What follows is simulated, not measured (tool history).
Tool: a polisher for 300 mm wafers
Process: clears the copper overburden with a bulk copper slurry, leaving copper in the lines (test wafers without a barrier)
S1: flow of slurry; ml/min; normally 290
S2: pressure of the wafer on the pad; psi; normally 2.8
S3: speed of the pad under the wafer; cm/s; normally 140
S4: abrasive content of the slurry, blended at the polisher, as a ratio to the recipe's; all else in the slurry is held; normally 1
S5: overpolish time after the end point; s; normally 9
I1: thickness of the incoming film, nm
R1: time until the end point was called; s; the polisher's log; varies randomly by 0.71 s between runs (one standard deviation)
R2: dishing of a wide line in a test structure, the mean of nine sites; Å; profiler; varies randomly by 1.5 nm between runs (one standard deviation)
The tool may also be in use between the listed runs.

run 1 hour=0 | S1=290 S2=3.5 S3=152 S4=1 S5=9 | I1=650.1 | R1=32.9 R2=897
run 2 hour=29.4 | S1=290 S2=2.8 S3=170 S4=1 S5=9 | I1=645 | R1=38.5 R2=791
run 3 hour=58.7 | S1=290 S2=2.8 S3=170 S4=1 S5=9 | I1=647.1 | R1=40.5 R2=789
-- hour=63.3 worn pad replaced by a new one
run 4 hour=71.8 | S1=290 S2=2.8 S3=140 S4=1 S5=9 | I1=660.6 | R1=45.7 R2=705
run 5 hour=101.5 | S1=290 S2=2.8 S3=168 S4=1 S5=9 | I1=637.9 | R1=39.1 R2=805
run 6 hour=124.3 | S1=290 S2=3.1 S3=140 S4=1 S5=9 | I1=645.9 | R1=43.8 R2=738
run 7 hour=155.8 | S1=290 S2=3.1 S3=140 S4=1 S5=9 | I1=658.6 | R1=48.8 R2=731
-- hour=172.9 worn pad replaced by a new one
run 8 hour=173.4 | S1=290 S2=3.1 S3=140 S4=1 S5=9 | I1=659.9 | R1=43 R2=769
-- hour=185.7 slurry blender recalibrated
-- hour=191.8 head pressure recalibrated
run 9 hour=205.6 | S1=290 S2=2.8 S3=150 S4=1 S5=11 | I1=645.9 | R1=45 R2=790
run 10 hour=219.6 | S1=290 S2=2.8 S3=150 S4=1 S5=11 | I1=650.1 | R1=43.9 R2=818
run 11 hour=233 | S1=290 S2=2.8 S3=150 S4=1 S5=11 | I1=660.5 | R1=46.5 R2=824
-- hour=266.1 worn pad replaced by a new one
-- hour=266.3 slurry nozzle cleaned
run 12 hour=268.1 | S1=290 S2=2.8 S3=140 S4=1 S5=9 | I1=642 | R1=43.3 R2=744
run 13 hour=296.9 | S1=315 S2=2.8 S3=140 S4=1 S5=13 | I1=641.4 | R1=42.9 R2=907
run 14 hour=332.7 | S1=330 S2=3.3 S3=140 S4=1 S5=9 | I1=649.5 | R1=38.4 R2=814
run 15 hour=353 | S1=230 S2=2.8 S3=140 S4=0.9 S5=9 | I1=643.3 | R1=50.1 R2=654
-- hour=366 worn pad replaced by a new one
run 16 hour=368.7 | S1=290 S2=3.4 S3=102 S4=0.9 S5=11 | I1=648.2 | R1=49.4 R2=784
run 17 hour=386 | S1=290 S2=2.3 S3=158 S4=1.1 S5=9 | I1=654.9 | R1=46.8 R2=711
run 18 hour=411.8 | S1=205 S2=2.8 S3=140 S4=1 S5=13 | I1=655 | R1=48.4 R2=880
run 19 hour=425.9 | S1=290 S2=2.8 S3=140 S4=1 S5=9 | I1=656.2 | R1=47.9 R2=730
run 20 hour=439 | S1=290 S2=3.5 S3=140 S4=1 S5=9 | I1=658.4 | R1=39.5 R2=854
run 21 hour=460.7 | S1=290 S2=2.8 S3=140 S4=1 S5=9 | I1=646.8 | R1=50.7 R2=694
-- hour=472.5 worn pad replaced by a new one
run 22 hour=479.9 | S1=345 S2=3.6 S3=140 S4=1.25 S5=9 | I1=647.9 | R1=32.6 R2=895

Alternative continuations, all from the tool just after run 22; predict every row:
run A hour=480.3 | S1=290 S2=2.8 S3=140 S4=1.15 S5=9 | I1=657.9 | R1=? R2=?
run B hour=480.3 | S1=320 S2=2.8 S3=140 S4=1 S5=9 | I1=657.9 | R1=? R2=?
run C hour=480.3 | S1=345 S2=3.1 S3=92 S4=1 S5=9 | I1=657.9 | R1=? R2=?

run=A R1=44.4 R2=743
run=B R1=45 R2=737
run=C R1=59.2 R2=619
Take away the tool's hidden state, keep each run's random variation, and the runs would have read:
run=A R1=43.2 R2=756
run=B R1=43.9 R2=749
run=C R1=57.7 R2=631
